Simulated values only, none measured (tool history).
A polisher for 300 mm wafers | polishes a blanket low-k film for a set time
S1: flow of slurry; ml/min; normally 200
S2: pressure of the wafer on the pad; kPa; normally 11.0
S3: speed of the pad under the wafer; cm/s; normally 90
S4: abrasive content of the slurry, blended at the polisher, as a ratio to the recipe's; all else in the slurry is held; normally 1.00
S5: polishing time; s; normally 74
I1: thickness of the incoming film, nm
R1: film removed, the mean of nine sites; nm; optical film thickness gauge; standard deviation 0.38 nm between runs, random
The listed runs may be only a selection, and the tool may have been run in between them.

Run 1, day 0.000: usual settings but S4 0.80; I1 599.9. Result: R1 17.1 nm.
At day 0.354: slurry blender recalibrated.
At day 0.862: worn pad replaced by a new one.
Run 2, day 1.004: usual settings but S4 0.80; I1 610.5. Result: R1 20.8 nm.
Run 3, day 4.575: usual settings but S4 0.80; I1 604.2. Result: R1 19.1 nm.
Run 4, day 5.300: usual settings; I1 594.5. Result: R1 22.0 nm.
At day 5.504: worn pad replaced by a new one.
Run 5, day 6.558: usual settings; I1 600.8. Result: R1 21.2 nm.
At day 6.650: slurry nozzle cleaned.
Run 6, day 7.621: usual settings; I1 593.5. Result: R1 21.1 nm.
At day 7.746: head pressure recalibrated.
At day 8.150: slurry blender recalibrated.
Run 7, day 9.054: usual settings; I1 597.8. Result: R1 22.3 nm.
At day 9.683: worn pad replaced by a new one.
Run 8, day 9.979: usual settings; I1 598.1. Result: R1 21.8 nm.
At day 10.554: conditioning disc replaced and pad reconditioned.
Run 9, day 10.704: usual settings but S1 245 ml/min, S2 15.2 kPa, S5 96 s; I1 609.9. Result: R1 42.9 nm.
Run 10, day 11.275: usual settings but S1 145 ml/min, S3 78 cm/s; I1 603.4. Result: R1 20.7 nm.
Run 11, day 11.838: usual settings but S1 260 ml/min; I1 593.1. Result: R1 24.5 nm.
Run 12, day 12.958: usual settings; I1 593.8. Result: R1 23.2 nm.
Run 13, day 13.525: usual settings but S4 0.80; I1 605.1. Result: R1 18.1 nm.
At day 13.854: worn pad replaced by a new one.
Run 14, day 14.629: usual settings but S3 70 cm/s, S5 97 s; I1 599.4. Result: R1 23.4 nm.
Run 15, day 15.862: usual settings but S1 180 ml/min, S3 72 cm/s; I1 599.3. Result: R1 17.5 nm.

3 ways to go on from here, each from the tool as it stands after run 15. What would each give?
Run A, day 15.879: usual settings but S5 55 s; I1 604.1. Result: R1 ?.
Run B, day 15.879: usual settings but S1 260 ml/min, S2 9.7 kPa, S3 116 cm/s, S4 0.85; I1 604.1. Result: R1 ?.
Run C, day 15.879: usual settings but S2 14.5 kPa; I1 604.1. Result: R1 ?.

run    R1
  A  15.9
  B  20.4
  C  27.4
Stripped of hidden state, with their random variation kept, the same runs would have yielded:
run    R1
  A  19.2
  B  25.2
  C  33.4

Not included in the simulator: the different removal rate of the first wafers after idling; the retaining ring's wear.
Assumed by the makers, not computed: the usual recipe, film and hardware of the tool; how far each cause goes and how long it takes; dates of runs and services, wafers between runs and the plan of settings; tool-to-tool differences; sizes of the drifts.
